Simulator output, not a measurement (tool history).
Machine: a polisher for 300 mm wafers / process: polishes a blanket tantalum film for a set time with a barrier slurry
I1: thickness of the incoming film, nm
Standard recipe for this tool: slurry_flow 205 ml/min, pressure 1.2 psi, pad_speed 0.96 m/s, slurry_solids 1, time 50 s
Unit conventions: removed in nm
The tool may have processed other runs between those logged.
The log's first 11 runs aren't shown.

At hour 958.3: slurry blender recalibrated.
Run 12, hour 969.6: usual settings but slurry_flow 145 ml/min, pad_speed 1.2 m/s, slurry_solids 0.85; I1 290.1. Result: removed 48.2 nm.
At hour 1020.2: slurry nozzle cleaned, repeated, since the last time left the tool worse.
Run 13, hour 1056.1: usual settings but slurry_solids 0.85; I1 289.6. Result: removed 48.8 nm.
Run 14, hour 1146.7: usual settings but slurry_solids 0.85; I1 284.2. Result: removed 51.1 nm.
At hour 1150.4: head pressure recalibrated.
At hour 1153.4: worn pad replaced by a new one.
Run 15, hour 1239.7: usual settings but slurry_flow 240 ml/min, pressure 1.1 psi, pad_speed 0.84 m/s; I1 293.4. Result: removed 45.6 nm.
Run 16, hour 1338.9: usual settings but slurry_flow 250 ml/min, pressure 1.6 psi, pad_speed 0.64 m/s; I1 288.2. Result: removed 49.7 nm.
Run 17, hour 1439.2: usual settings but slurry_flow 145 ml/min; I1 289.3. Result: removed 50.8 nm.
Run 18, hour 1497.2: usual settings but slurry_flow 260 ml/min; I1 291.9. Result: removed 55.7 nm.
Run 19, hour 1578.6: usual settings but pressure 0.9 psi, pad_speed 1.06 m/s, slurry_solids 0.85, time 55 s; I1 291.6. Result: removed 45.1 nm.
Run 20, hour 1644.3: usual settings but pad_speed 0.64 m/s, time 34 s; I1 293.4. Result: removed 24.3 nm.
At hour 1662.4: slurry blender recalibrated.
Run 21, hour 1725.3: usual settings but pad_speed 0.86 m/s, slurry_solids 1.1, time 32 s; I1 289.3. Result: removed 32.1 nm.
Run 22, hour 1792.4: usual settings but pressure 1 psi, pad_speed 0.68 m/s, time 33 s; I1 287.6. Result: removed 20.6 nm.
Run 23, hour 1837.5: usual settings but slurry_flow 155 ml/min, pressure 0.8 psi, time 35 s; I1 285.3. Result: removed 23.2 nm.
At hour 1875: slurry nozzle cleaned.
Run 24, hour 1925.1: usual settings but pressure 1.6 psi, pad_speed 1.24 m/s; I1 283.9. Result: removed 93.6 nm.
At hour 1956.6: head pressure recalibrated.
At hour 1966: worn pad replaced by a new one.
Run 25, hour 2237.1: usual settings; I1 291.6. Result: removed 52.9 nm.
Run 26, hour 2330.7: usual settings; I1 288.5. Result: removed 54.2 nm.
At hour 2360.3: slurry blender recalibrated.
Run 27, hour 2422.1: usual settings but slurry_flow 170 ml/min; I1 292.1. Result: removed 51 nm.
Run 28, hour 2543.4: usual settings; I1 290.3. Result: removed 52.8 nm.
Run 29, hour 2579.4: usual settings but slurry_flow 185 ml/min, pressure 1.1 psi, pad_speed 1.2 m/s; I1 286.3. Result: removed 58.7 nm.
At hour 2596.1: head pressure recalibrated.
Run 30, hour 2626.1: usual settings but pad_speed 0.86 m/s; I1 286.4. Result: removed 46.7 nm.
Run 31, hour 2719.6: usual settings but time 57 s; I1 292.5. Result: removed 60.6 nm.

Below are 3 alternative next runs, each starting from the tool's condition after run 31. Predict each:
Run A, hour 2720: usual settings; I1 286.2. Result: removed ?.
Run B, hour 2720: usual settings but pad_speed 0.66 m/s; I1 286.2. Result: removed ?.
Run C, hour 2720: usual settings but pressure 1.5 psi, time 45 s; I1 286.2. Result: removed ?.

run  removed
  A       53
  B     36.4
  C     59.6
Had the tool no hidden state, the same runs would have come out as:
run  removed
  A     55.2
  B     37.9
  C     62.1
